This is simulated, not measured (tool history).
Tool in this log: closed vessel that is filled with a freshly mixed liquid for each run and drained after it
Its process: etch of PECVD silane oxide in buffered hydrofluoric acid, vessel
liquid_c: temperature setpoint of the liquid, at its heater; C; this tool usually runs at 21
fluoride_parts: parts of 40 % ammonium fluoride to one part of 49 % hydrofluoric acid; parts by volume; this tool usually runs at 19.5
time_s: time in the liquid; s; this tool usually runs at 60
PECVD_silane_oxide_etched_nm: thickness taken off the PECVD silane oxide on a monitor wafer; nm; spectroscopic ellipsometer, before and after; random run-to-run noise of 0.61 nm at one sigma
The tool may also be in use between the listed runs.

run,hour,liquid_c,fluoride_parts,time_s,wafers since the last listed run,hours since the thermometer was replaced,hours since the hydrofluoric acid flow meter was replaced,hours since the gauge calibration,"read-back film thickness of the PECVD silane oxide reference wafer, read on the same gauge (nm)",PECVD_silane_oxide_etched_nm
1,0,21,19.5,75,0,1047.5,1206.8,2513.4,136.78,97.83
2,256.9,21,19.5,75,25816,1304.4,1463.7,2770.3,136.04,96.87
3,297.9,21,19.5,60,4120,1345.4,1504.7,2811.3,135.91,77.19
4,369.2,21,19.5,60,7165,1416.7,1576,2882.6,135.69,77.61
5,440,21,19.5,60,7114,1487.5,1646.8,2953.4,135.51,77.99
# hour 522: hydrofluoric acid flow meter replaced
6,522.5,21,19.5,60,8190,1570,0.5,3035.9,135.19,76.93
7,603,21,19.5,60,8089,1650.5,81,3116.4,134.93,77.05
8,647.3,21,19.5,60,4451,1694.8,125.3,3160.7,134.77,76.03
9,687.3,23,19.5,60,4019,1734.8,165.3,3200.7,134.61,85.93
10,788.9,21,19.5,85,10210,1836.4,266.9,3302.3,134.26,110.16
11,878.2,21,19.5,60,8974,1925.7,356.2,3391.6,133.88,76.7
12,953,21,25.5,85,7516,2000.5,431,3466.4,133.66,88.22
# hour 973.7: thermometer replaced
# hour 981.8: gauge calibrated
13,997,19,19.5,35,4321,23.3,475,15.2,139.28,41.56
14,1047.9,25.5,26,95,5115,74.2,525.9,66.1,139.25,129.4
15,1124.5,19.5,14,75,7697,150.8,602.5,142.7,139.27,126.71
16,1217.2,17,22,60,9315,243.5,695.2,235.4,139.27,57.66
17,1265.7,24.5,27,95,4873,292,743.7,283.9,139.27,122.04
18,1332.2,25,19.5,40,6682,358.5,810.2,350.4,139.24,66.48
19,1435.7,21,27,60,10401,462,913.7,453.9,139.21,64.09
20,1505.3,24,22,60,6994,531.6,983.3,523.5,139.14,85.43
21,1584.6,25.5,17,80,7969,610.9,1062.6,602.8,139.09,156.77
22,1677.7,17,12,35,9355,704,1155.7,695.9,139,59.34
23,1718.9,23,25,60,4140,745.2,1196.9,737.1,138.97,74.37
24,1970.9,21,19.5,60,25324,997.2,1448.9,989.1,138.71,78.88
25,2038.6,19.5,19.5,60,6803,1064.9,1516.6,1056.8,138.67,73.36
26,2115.4,21,15,85,7717,1141.7,1593.4,1133.6,138.58,144.17
# hour 2178.1: hydrofluoric acid flow meter replaced
27,2219,21,22.5,60,10310,1245.3,40.9,1237.2,138.4,71.65
28,2296.6,25,19.5,40,7798,1322.9,118.5,1314.8,138.3,65.73
29,2335.2,21,23.5,35,3879,1361.5,157.1,1353.4,138.27,40.13
30,2420.8,17,23.5,45,8602,1447.1,242.7,1439,138.15,40.87
31,2465.6,21,19.5,80,4502,1491.9,287.5,1483.8,138.07,103.69
32,2565.9,21,19.5,60,10079,1592.2,387.8,1584.1,137.93,79.12
33,2611.3,23,24.5,60,4562,1637.6,433.2,1629.5,137.81,75.87

Consider 3 possible next runs. They are alternatives, not a sequence: every one starts from the tool as it was left by run 33. What does each give?
A,2612,21,26,60,70,1638.3,433.9,1630.2,?,?
B,2612,22.5,19.5,90,70,1638.3,433.9,1630.2,?,?
C,2612,18,27.5,80,70,1638.3,433.9,1630.2,?,?

run,"read-back film thickness of the PECVD silane oxide reference wafer, read on the same gauge (nm)",PECVD_silane_oxide_etched_nm
A,137.8,64.16
B,137.8,128.52
C,137.8,69.46
Had the tool no hidden state, the same runs would have come out as:
run,PECVD_silane_oxide_etched_nm
A,65.17
B,130.56
C,70.56
